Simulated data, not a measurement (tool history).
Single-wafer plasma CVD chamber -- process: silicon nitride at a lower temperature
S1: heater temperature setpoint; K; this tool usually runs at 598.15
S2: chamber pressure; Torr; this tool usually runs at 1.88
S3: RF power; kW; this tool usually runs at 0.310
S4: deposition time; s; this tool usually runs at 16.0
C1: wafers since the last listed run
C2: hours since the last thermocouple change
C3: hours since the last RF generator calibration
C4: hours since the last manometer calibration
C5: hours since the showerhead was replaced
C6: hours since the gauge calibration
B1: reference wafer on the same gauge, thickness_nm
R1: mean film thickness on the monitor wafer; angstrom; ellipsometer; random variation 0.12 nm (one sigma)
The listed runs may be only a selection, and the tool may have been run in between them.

| run | hour | S1 | S2 | S3 | S4 | C1 | C2 | C3 | C4 | C5 | C6 | B1 | R1 |
|---|---|---|---|---|---|---|---|---|---|---|---|---|---|
| 1 | 0.0 | 593.15 | 2.24 | 0.310 | 16.0 | 0 | 567.0 | 1741.0 | 882.2 | 3897.3 | 483.3 | 16.742 | 203.25 |
| 2 | 42.0 | 598.15 | 1.58 | 0.310 | 16.0 | 1622 | 609.0 | 1783.0 | 924.2 | 3939.3 | 525.3 | 16.678 | 184.96 |
| 3 | 135.8 | 598.15 | 1.88 | 0.310 | 16.0 | 3623 | 702.8 | 1876.8 | 1018.0 | 4033.1 | 619.1 | 16.742 | 192.53 |
| 4 | 224.8 | 598.15 | 1.88 | 0.310 | 16.0 | 3437 | 791.8 | 1965.8 | 1107.0 | 4122.1 | 708.1 | 16.719 | 194.18 |
| 5 | 325.5 | 598.15 | 1.88 | 0.310 | 13.7 | 3889 | 892.5 | 2066.5 | 1207.7 | 4222.8 | 808.8 | 16.626 | 165.60 |
| 6 | 378.2 | 598.15 | 1.88 | 0.310 | 13.7 | 2035 | 945.2 | 2119.2 | 1260.4 | 4275.5 | 861.5 | 16.649 | 162.85 |
|  | 395.5 | RF generator calibrated |
| 7 | 476.0 | 598.15 | 1.88 | 0.310 | 16.0 | 3468 | 1043.0 | 80.5 | 1358.2 | 4373.3 | 959.3 | 16.636 | 203.18 |
|  | 504.2 | showerhead replaced |
|  | 506.4 | capacitance manometer re-zeroed and calibrated |
| 8 | 527.4 | 598.15 | 1.88 | 0.330 | 17.3 | 1590 | 1094.4 | 131.9 | 21.0 | 23.2 | 1010.7 | 16.746 | 230.42 |
| 9 | 580.3 | 598.15 | 1.88 | 0.310 | 16.0 | 2043 | 1147.3 | 184.8 | 73.9 | 76.1 | 1063.6 | 16.714 | 202.46 |
| 10 | 646.9 | 610.15 | 1.57 | 0.365 | 17.0 | 2572 | 1213.9 | 251.4 | 140.5 | 142.7 | 1130.2 | 16.706 | 229.72 |
|  | 703.5 | gauge calibrated |
| 11 | 707.6 | 590.15 | 1.88 | 0.310 | 16.0 | 2344 | 1274.6 | 312.1 | 201.2 | 203.4 | 4.1 | 16.724 | 203.02 |
|  | 775.4 | thermocouple changed; heater temperature recalibrated |
| 12 | 801.4 | 598.15 | 1.88 | 0.310 | 16.0 | 3314 | 26.0 | 405.9 | 295.0 | 297.2 | 97.9 | 16.716 | 202.56 |
| 13 | 879.4 | 610.15 | 1.62 | 0.265 | 17.9 | 3013 | 104.0 | 483.9 | 373.0 | 375.2 | 175.9 | 16.689 | 190.55 |
| 14 | 1133.4 | 584.15 | 2.20 | 0.290 | 18.8 | 9811 | 358.0 | 737.9 | 627.0 | 629.2 | 429.9 | 16.719 | 234.60 |

5 ways to go on from here, each from the tool as it stands after run 14. What would each give?
| A | 1133.8 | 598.15 | 1.88 | 0.255 | 16.0 | 15 | 358.4 | 738.3 | 627.4 | 629.6 | 430.3 | ? | ? |
| B | 1133.8 | 598.15 | 1.64 | 0.310 | 16.0 | 15 | 358.4 | 738.3 | 627.4 | 629.6 | 430.3 | ? | ? |
| C | 1133.8 | 598.15 | 1.88 | 0.275 | 16.0 | 15 | 358.4 | 738.3 | 627.4 | 629.6 | 430.3 | ? | ? |
| D | 1133.8 | 608.15 | 1.49 | 0.345 | 13.5 | 15 | 358.4 | 738.3 | 627.4 | 629.6 | 430.3 | ? | ? |
| E | 1133.8 | 608.15 | 1.43 | 0.310 | 16.0 | 15 | 358.4 | 738.3 | 627.4 | 629.6 | 430.3 | ? | ? |

| run | B1 | R1 |
|---|---|---|
| A | 16.686 | 170.44 |
| B | 16.686 | 193.23 |
| C | 16.686 | 181.82 |
| D | 16.686 | 171.69 |
| E | 16.686 | 185.33 |
With no hidden state in the tool, these same runs would have given:
| run | R1 |
|---|---|
| A | 172.94 |
| B | 195.89 |
| C | 184.48 |
| D | 173.96 |
| E | 187.87 |
